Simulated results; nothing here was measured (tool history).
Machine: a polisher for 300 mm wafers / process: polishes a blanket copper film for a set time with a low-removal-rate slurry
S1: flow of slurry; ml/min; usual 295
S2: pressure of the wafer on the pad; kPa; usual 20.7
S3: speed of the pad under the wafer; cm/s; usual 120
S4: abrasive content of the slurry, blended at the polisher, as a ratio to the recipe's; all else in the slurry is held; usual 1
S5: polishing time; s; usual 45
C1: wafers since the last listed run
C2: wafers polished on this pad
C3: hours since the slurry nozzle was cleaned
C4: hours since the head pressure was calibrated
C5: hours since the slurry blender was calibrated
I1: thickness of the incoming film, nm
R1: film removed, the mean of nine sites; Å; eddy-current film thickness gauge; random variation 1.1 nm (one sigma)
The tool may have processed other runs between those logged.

{"run": 1, "hour": 0.0, "S1": 295, "S2": 20.7, "S3": 120, "S4": 1, "S5": 45, "C1": 0, "C2": 674, "C3": 59, "C4": 1308.6, "C5": 82, "I1": 1408.3, "R1": 1326}
{"run": 2, "hour": 13.0, "S1": 295, "S2": 20.7, "S3": 120, "S4": 1, "S5": 45, "C1": 125, "C2": 800, "C3": 72, "C4": 1321.6, "C5": 95, "I1": 1393.4, "R1": 1323}
{"run": 3, "hour": 36.0, "S1": 295, "S2": 20.7, "S3": 120, "S4": 1, "S5": 45, "C1": 221, "C2": 1021, "C3": 95, "C4": 1344.6, "C5": 118, "I1": 1404.5, "R1": 1312}
{"run": 4, "hour": 59.8, "S1": 295, "S2": 20.7, "S3": 120, "S4": 1, "S5": 45, "C1": 229, "C2": 1251, "C3": 118.8, "C4": 1368.4, "C5": 141.8, "I1": 1385.7, "R1": 1321}
{"run": 5, "hour": 72.7, "S1": 295, "S2": 20.7, "S3": 120, "S4": 1, "S5": 45, "C1": 124, "C2": 1375, "C3": 131.7, "C4": 1381.3, "C5": 154.7, "I1": 1407.5, "R1": 1327}
{"run": 6, "hour": 99.4, "S1": 295, "S2": 20.7, "S3": 144, "S4": 1, "S5": 45, "C1": 257, "C2": 1632, "C3": 158.4, "C4": 1408, "C5": 181.4, "I1": 1393.6, "R1": 1501}
{"hour": 120.6, "done": "worn pad replaced by a new one"}
{"run": 7, "hour": 133.3, "S1": 295, "S2": 20.7, "S3": 120, "S4": 0.85, "S5": 45, "C1": 288, "C2": 122, "C3": 192.3, "C4": 1441.9, "C5": 215.3, "I1": 1394.9, "R1": 1271}
{"run": 8, "hour": 151.0, "S1": 295, "S2": 20.7, "S3": 120, "S4": 0.85, "S5": 45, "C1": 170, "C2": 292, "C3": 210, "C4": 1459.6, "C5": 233, "I1": 1396.1, "R1": 1251}
{"hour": 159.2, "done": "slurry blender recalibrated"}
{"run": 9, "hour": 166.6, "S1": 295, "S2": 20.7, "S3": 120, "S4": 0.85, "S5": 45, "C1": 131, "C2": 423, "C3": 225.6, "C4": 1475.2, "C5": 7.4, "I1": 1387.9, "R1": 1231}
{"run": 10, "hour": 191.7, "S1": 295, "S2": 20.7, "S3": 120, "S4": 1, "S5": 45, "C1": 241, "C2": 665, "C3": 250.7, "C4": 1500.3, "C5": 32.5, "I1": 1407.6, "R1": 1298}
{"run": 11, "hour": 221.9, "S1": 295, "S2": 20.7, "S3": 120, "S4": 1, "S5": 45, "C1": 291, "C2": 956, "C3": 280.9, "C4": 1530.5, "C5": 62.7, "I1": 1406.1, "R1": 1304}
{"run": 12, "hour": 251.9, "S1": 295, "S2": 20.7, "S3": 120, "S4": 1, "S5": 45, "C1": 289, "C2": 1245, "C3": 310.9, "C4": 1560.5, "C5": 92.7, "I1": 1388.6, "R1": 1287}
{"hour": 259.6, "done": "head pressure recalibrated"}
{"run": 13, "hour": 276.6, "S1": 295, "S2": 15.2, "S3": 120, "S4": 1, "S5": 45, "C1": 218, "C2": 1464, "C3": 335.6, "C4": 17, "C5": 117.4, "I1": 1409.4, "R1": 1032}
{"run": 14, "hour": 295.9, "S1": 345, "S2": 20.7, "S3": 158, "S4": 0.7, "S5": 45, "C1": 186, "C2": 1650, "C3": 354.9, "C4": 36.3, "C5": 136.7, "I1": 1365.4, "R1": 1600}
{"hour": 311.1, "done": "worn pad replaced by a new one"}
{"hour": 317.7, "done": "slurry nozzle cleaned"}
{"run": 15, "hour": 325.3, "S1": 265, "S2": 20.7, "S3": 120, "S4": 0.75, "S5": 45, "C1": 235, "C2": 127, "C3": 7.6, "C4": 65.7, "C5": 166.1, "I1": 1385.6, "R1": 1331}
{"run": 16, "hour": 337.6, "S1": 295, "S2": 20.7, "S3": 120, "S4": 1, "S5": 45, "C1": 118, "C2": 246, "C3": 19.9, "C4": 78, "C5": 178.4, "I1": 1405.8, "R1": 1435}
{"run": 17, "hour": 368.9, "S1": 385, "S2": 22.8, "S3": 92, "S4": 1.2, "S5": 45, "C1": 301, "C2": 547, "C3": 51.2, "C4": 109.3, "C5": 209.7, "I1": 1382.3, "R1": 1379}
{"run": 18, "hour": 401.4, "S1": 295, "S2": 20.7, "S3": 120, "S4": 1, "S5": 56, "C1": 313, "C2": 861, "C3": 83.7, "C4": 141.8, "C5": 242.2, "I1": 1394, "R1": 1753}
{"hour": 423.5, "done": "slurry blender recalibrated"}
{"run": 19, "hour": 427.8, "S1": 295, "S2": 20.7, "S3": 120, "S4": 0.9, "S5": 45, "C1": 235, "C2": 1096, "C3": 110.1, "C4": 168.2, "C5": 4.3, "I1": 1420.4, "R1": 1380}
{"run": 20, "hour": 450.4, "S1": 295, "S2": 15.9, "S3": 120, "S4": 0.85, "S5": 36, "C1": 217, "C2": 1314, "C3": 132.7, "C4": 190.8, "C5": 26.9, "I1": 1386.8, "R1": 825}
{"run": 21, "hour": 481.7, "S1": 295, "S2": 20.7, "S3": 120, "S4": 1, "S5": 45, "C1": 301, "C2": 1615, "C3": 164, "C4": 222.1, "C5": 58.2, "I1": 1373.4, "R1": 1378}
{"run": 22, "hour": 500.9, "S1": 295, "S2": 17.2, "S3": 140, "S4": 1.25, "S5": 45, "C1": 185, "C2": 1800, "C3": 183.2, "C4": 241.3, "C5": 77.4, "I1": 1389.7, "R1": 1389}
{"hour": 505.8, "done": "worn pad replaced by a new one"}
{"run": 23, "hour": 520.5, "S1": 335, "S2": 20.7, "S3": 84, "S4": 1, "S5": 58, "C1": 150, "C2": 141, "C3": 202.8, "C4": 260.9, "C5": 97, "I1": 1406.9, "R1": 1379}
{"run": 24, "hour": 552.9, "S1": 380, "S2": 20.7, "S3": 120, "S4": 1, "S5": 45, "C1": 312, "C2": 454, "C3": 235.2, "C4": 293.3, "C5": 129.4, "I1": 1393, "R1": 1400}
{"run": 25, "hour": 588.8, "S1": 295, "S2": 20.7, "S3": 120, "S4": 1.3, "S5": 45, "C1": 346, "C2": 800, "C3": 271.1, "C4": 329.2, "C5": 165.3, "I1": 1387, "R1": 1435}

Forecast run 26:
{"hour": 609.7, "done": "slurry nozzle cleaned"}
{"run": 26, "hour": 610.7, "S1": 295, "S2": 18.6, "S3": 120, "S4": 1, "S5": 45, "C1": 201, "C2": 1001, "C3": 1, "C4": 351.1, "C5": 187.2, "I1": 1396.2, "R1": "?"}

Run 26 measured R1 1233 Å.
Had the tool carried no hidden state, the very same run would have given R1 1305 Å.

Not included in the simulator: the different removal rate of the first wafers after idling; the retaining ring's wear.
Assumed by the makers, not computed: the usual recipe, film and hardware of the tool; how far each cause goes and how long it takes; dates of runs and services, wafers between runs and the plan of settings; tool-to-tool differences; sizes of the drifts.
